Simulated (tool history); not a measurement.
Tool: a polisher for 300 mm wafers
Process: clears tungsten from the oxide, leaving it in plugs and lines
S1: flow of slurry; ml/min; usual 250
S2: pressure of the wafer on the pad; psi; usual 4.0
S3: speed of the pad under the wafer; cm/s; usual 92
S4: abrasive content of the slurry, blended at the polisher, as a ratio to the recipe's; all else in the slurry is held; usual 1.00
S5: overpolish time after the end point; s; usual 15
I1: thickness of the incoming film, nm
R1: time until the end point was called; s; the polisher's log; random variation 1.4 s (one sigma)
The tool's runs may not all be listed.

run 1 hour=0.0 | S1=250 S2=4.0 S3=92 S4=1.00 S5=15 | I1=383.7 | R1=63.0
-- hour=35.9 slurry tank refilled with fresh slurry and peroxide
-- hour=74.7 slurry nozzle cleaned
-- hour=76.6 head pressure recalibrated
run 2 hour=81.0 | S1=250 S2=4.0 S3=92 S4=1.00 S5=15 | I1=373.5 | R1=70.2
-- hour=103.3 slurry blender recalibrated
run 3 hour=153.7 | S1=250 S2=4.0 S3=92 S4=0.85 S5=15 | I1=375.8 | R1=72.2
-- hour=258.6 worn pad replaced by a new one
run 4 hour=260.7 | S1=250 S2=4.0 S3=92 S4=0.85 S5=15 | I1=382.6 | R1=77.6
run 5 hour=301.0 | S1=250 S2=4.0 S3=112 S4=1.00 S5=15 | I1=374.1 | R1=57.7
-- hour=328.2 slurry tank refilled with fresh slurry and peroxide
run 6 hour=403.0 | S1=250 S2=4.0 S3=112 S4=1.00 S5=15 | I1=375.0 | R1=56.6
-- hour=449.9 slurry nozzle cleaned
run 7 hour=455.3 | S1=250 S2=4.0 S3=102 S4=1.00 S5=15 | I1=373.3 | R1=61.9
-- hour=480.1 slurry blender recalibrated
run 8 hour=517.0 | S1=250 S2=4.0 S3=92 S4=1.00 S5=15 | I1=380.0 | R1=72.2
-- hour=559.5 worn pad replaced by a new one
run 9 hour=575.0 | S1=250 S2=4.0 S3=92 S4=1.00 S5=15 | I1=375.1 | R1=68.4
-- hour=670.5 slurry tank refilled with fresh slurry and peroxide
run 10 hour=671.9 | S1=250 S2=4.0 S3=92 S4=1.00 S5=15 | I1=385.9 | R1=70.0
run 11 hour=746.6 | S1=250 S2=4.0 S3=92 S4=1.00 S5=15 | I1=373.7 | R1=63.9
-- hour=802.6 slurry blender recalibrated
run 12 hour=815.6 | S1=250 S2=4.0 S3=92 S4=1.00 S5=15 | I1=383.2 | R1=68.0
-- hour=856.1 slurry nozzle cleaned
run 13 hour=875.4 | S1=250 S2=4.0 S3=82 S4=1.00 S5=15 | I1=377.9 | R1=71.4
-- hour=920.8 worn pad replaced by a new one
run 14 hour=948.4 | S1=250 S2=3.4 S3=92 S4=0.70 S5=15 | I1=384.5 | R1=91.1
-- hour=996.2 slurry tank refilled with fresh slurry and peroxide
run 15 hour=997.3 | S1=250 S2=3.4 S3=92 S4=1.00 S5=21 | I1=376.3 | R1=75.1
run 16 hour=1038.3 | S1=225 S2=4.0 S3=92 S4=1.00 S5=15 | I1=378.7 | R1=62.2
-- hour=1075.4 head pressure recalibrated
run 17 hour=1129.1 | S1=250 S2=4.0 S3=92 S4=1.00 S5=15 | I1=384.4 | R1=70.8
-- hour=1154.1 slurry blender recalibrated
run 18 hour=1190.5 | S1=250 S2=4.0 S3=92 S4=1.00 S5=15 | I1=382.9 | R1=68.1
run 19 hour=1253.1 | S1=250 S2=4.5 S3=104 S4=1.00 S5=21 | I1=376.9 | R1=54.2
-- hour=1267.9 slurry nozzle cleaned
-- hour=1282.4 worn pad replaced by a new one
-- hour=1325.2 slurry tank refilled with fresh slurry and peroxide
run 20 hour=1341.4 | S1=250 S2=3.1 S3=80 S4=1.00 S5=15 | I1=386.9 | R1=105.5
run 21 hour=1406.8 | S1=250 S2=4.0 S3=92 S4=1.00 S5=15 | I1=385.2 | R1=69.7
-- hour=1476.7 slurry blender recalibrated
run 22 hour=1495.8 | S1=175 S2=4.9 S3=82 S4=1.00 S5=19 | I1=384.9 | R1=64.4
-- hour=1585.1 worn pad replaced by a new one
run 23 hour=1588.4 | S1=185 S2=4.0 S3=108 S4=1.00 S5=15 | I1=380.8 | R1=60.1
-- hour=1627.4 slurry nozzle cleaned
-- hour=1664.8 slurry tank refilled with fresh slurry and peroxide
run 24 hour=1691.2 | S1=250 S2=4.0 S3=74 S4=0.75 S5=20 | I1=374.0 | R1=90.6

Forecast each of these 5 alternatives for the next run:
run A hour=1691.6 | S1=250 S2=4.0 S3=92 S4=1.00 S5=15 | I1=377.6 | R1=?
run B hour=1691.6 | S1=250 S2=5.3 S3=92 S4=1.00 S5=15 | I1=377.6 | R1=?
run C hour=1691.6 | S1=250 S2=4.0 S3=110 S4=0.90 S5=15 | I1=377.6 | R1=?
run D hour=1691.6 | S1=305 S2=3.1 S3=82 S4=1.10 S5=15 | I1=377.6 | R1=?
run E hour=1691.6 | S1=305 S2=4.0 S3=70 S4=1.00 S5=12 | I1=377.6 | R1=?

run=A R1=64.5
run=B R1=49.3
run=C R1=56.0
run=D R1=87.4
run=E R1=83.1
Without the tool's hidden state the same runs would have given:
run=A R1=69.3
run=B R1=52.9
run=C R1=60.1
run=D R1=93.9
run=E R1=89.2
